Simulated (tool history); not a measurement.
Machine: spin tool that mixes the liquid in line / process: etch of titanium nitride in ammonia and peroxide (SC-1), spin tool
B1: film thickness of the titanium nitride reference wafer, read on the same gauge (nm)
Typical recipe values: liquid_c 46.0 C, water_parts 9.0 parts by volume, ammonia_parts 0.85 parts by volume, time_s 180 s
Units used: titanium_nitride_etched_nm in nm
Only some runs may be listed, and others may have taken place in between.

{"run": 1, "hour": 0.0, "liquid_c": 46.0, "water_parts": 9.0, "ammonia_parts": 0.85, "time_s": 180, "B1": 129.98, "titanium_nitride_etched_nm": 12.78}
{"run": 2, "hour": 76.6, "liquid_c": 46.0, "water_parts": 9.0, "ammonia_parts": 0.85, "time_s": 180, "B1": 129.99, "titanium_nitride_etched_nm": 12.71}
{"run": 3, "hour": 130.2, "liquid_c": 46.0, "water_parts": 9.0, "ammonia_parts": 0.85, "time_s": 180, "B1": 129.98, "titanium_nitride_etched_nm": 12.64}
{"hour": 372.1, "done": "thermometer replaced"}
{"run": 4, "hour": 399.1, "liquid_c": 46.0, "water_parts": 9.0, "ammonia_parts": 0.85, "time_s": 180, "B1": 129.94, "titanium_nitride_etched_nm": 13.11}
{"run": 5, "hour": 488.8, "liquid_c": 46.0, "water_parts": 9.0, "ammonia_parts": 0.85, "time_s": 180, "B1": 130.03, "titanium_nitride_etched_nm": 13.03}
{"run": 6, "hour": 535.5, "liquid_c": 52.5, "water_parts": 12.5, "ammonia_parts": 0.45, "time_s": 180, "B1": 130.01, "titanium_nitride_etched_nm": 15.63}
{"run": 7, "hour": 611.1, "liquid_c": 46.0, "water_parts": 9.0, "ammonia_parts": 0.55, "time_s": 180, "B1": 130.0, "titanium_nitride_etched_nm": 12.13}
{"run": 8, "hour": 688.3, "liquid_c": 46.0, "water_parts": 9.0, "ammonia_parts": 1.1, "time_s": 245, "B1": 130.02, "titanium_nitride_etched_nm": 18.41}
{"hour": 714.6, "done": "new drum of ammonia solution connected"}
{"hour": 765.0, "done": "ammonia flow meter replaced"}
{"run": 9, "hour": 788.1, "liquid_c": 53.0, "water_parts": 5.0, "ammonia_parts": 0.85, "time_s": 180, "B1": 129.96, "titanium_nitride_etched_nm": 27.92}
{"hour": 802.4, "done": "gauge calibrated"}
{"run": 10, "hour": 827.4, "liquid_c": 52.5, "water_parts": 12.5, "ammonia_parts": 0.45, "time_s": 180, "B1": 130.0, "titanium_nitride_etched_nm": 15.18}
{"run": 11, "hour": 866.9, "liquid_c": 46.0, "water_parts": 5.5, "ammonia_parts": 0.85, "time_s": 180, "B1": 130.02, "titanium_nitride_etched_nm": 16.01}
{"run": 12, "hour": 962.4, "liquid_c": 52.5, "water_parts": 12.5, "ammonia_parts": 0.45, "time_s": 180, "B1": 130.0, "titanium_nitride_etched_nm": 15.19}
{"run": 13, "hour": 1063.8, "liquid_c": 53.0, "water_parts": 9.0, "ammonia_parts": 0.85, "time_s": 220, "B1": 130.02, "titanium_nitride_etched_nm": 25.19}
{"run": 14, "hour": 1104.7, "liquid_c": 53.0, "water_parts": 5.0, "ammonia_parts": 0.85, "time_s": 180, "B1": 129.98, "titanium_nitride_etched_nm": 27.08}
{"run": 15, "hour": 1177.8, "liquid_c": 48.5, "water_parts": 9.0, "ammonia_parts": 0.85, "time_s": 180, "B1": 130.01, "titanium_nitride_etched_nm": 15.03}
{"run": 16, "hour": 1237.2, "liquid_c": 46.0, "water_parts": 9.0, "ammonia_parts": 1.2, "time_s": 125, "B1": 130.01, "titanium_nitride_etched_nm": 9.11}
{"run": 17, "hour": 1285.7, "liquid_c": 46.0, "water_parts": 9.0, "ammonia_parts": 0.85, "time_s": 180, "B1": 130.03, "titanium_nitride_etched_nm": 12.48}
{"run": 18, "hour": 1328.7, "liquid_c": 55.0, "water_parts": 6.0, "ammonia_parts": 0.85, "time_s": 95, "B1": 129.99, "titanium_nitride_etched_nm": 15.19}
{"run": 19, "hour": 1412.1, "liquid_c": 51.5, "water_parts": 5.5, "ammonia_parts": 0.85, "time_s": 180, "B1": 129.99, "titanium_nitride_etched_nm": 23.29}
{"run": 20, "hour": 1501.6, "liquid_c": 46.0, "water_parts": 9.0, "ammonia_parts": 0.85, "time_s": 180, "B1": 129.99, "titanium_nitride_etched_nm": 12.32}
{"hour": 1573.4, "done": "ammonia flow meter replaced"}
{"run": 21, "hour": 1590.5, "liquid_c": 40.5, "water_parts": 10.5, "ammonia_parts": 0.55, "time_s": 215, "B1": 130.02, "titanium_nitride_etched_nm": 8.54}
{"run": 22, "hour": 1657.4, "liquid_c": 46.0, "water_parts": 9.0, "ammonia_parts": 0.5, "time_s": 180, "B1": 129.97, "titanium_nitride_etched_nm": 11.24}
{"run": 23, "hour": 1739.7, "liquid_c": 46.0, "water_parts": 9.0, "ammonia_parts": 1.0, "time_s": 135, "B1": 129.99, "titanium_nitride_etched_nm": 9.48}
{"hour": 1828.8, "done": "new drum of ammonia solution connected"}
{"run": 24, "hour": 1840.3, "liquid_c": 54.5, "water_parts": 11.0, "ammonia_parts": 0.85, "time_s": 180, "B1": 129.99, "titanium_nitride_etched_nm": 20.04}

Predict each of these 4 candidate next runs independently; none follows another, all start after run 24:
{"run": "A", "hour": 1840.8, "liquid_c": 46.0, "water_parts": 9.0, "ammonia_parts": 0.85, "time_s": 180, "B1": "?", "titanium_nitride_etched_nm": "?"}
{"run": "B", "hour": 1840.8, "liquid_c": 46.0, "water_parts": 9.0, "ammonia_parts": 1.1, "time_s": 270, "B1": "?", "titanium_nitride_etched_nm": "?"}
{"run": "C", "hour": 1840.8, "liquid_c": 41.5, "water_parts": 9.0, "ammonia_parts": 0.85, "time_s": 265, "B1": "?", "titanium_nitride_etched_nm": "?"}
{"run": "D", "hour": 1840.8, "liquid_c": 55.0, "water_parts": 12.0, "ammonia_parts": 1.15, "time_s": 80, "B1": "?", "titanium_nitride_etched_nm": "?"}

run=A B1=129.99 titanium_nitride_etched_nm=12.23
run=B B1=129.99 titanium_nitride_etched_nm=19.06
run=C B1=129.99 titanium_nitride_etched_nm=12.97
run=D B1=129.99 titanium_nitride_etched_nm=9.25
The same runs, with their run-to-run variation unchanged, on a tool lacking any hidden condition would have given:
run=A titanium_nitride_etched_nm=13.43
run=B titanium_nitride_etched_nm=20.92
run=C titanium_nitride_etched_nm=14.27
run=D titanium_nitride_etched_nm=10.10
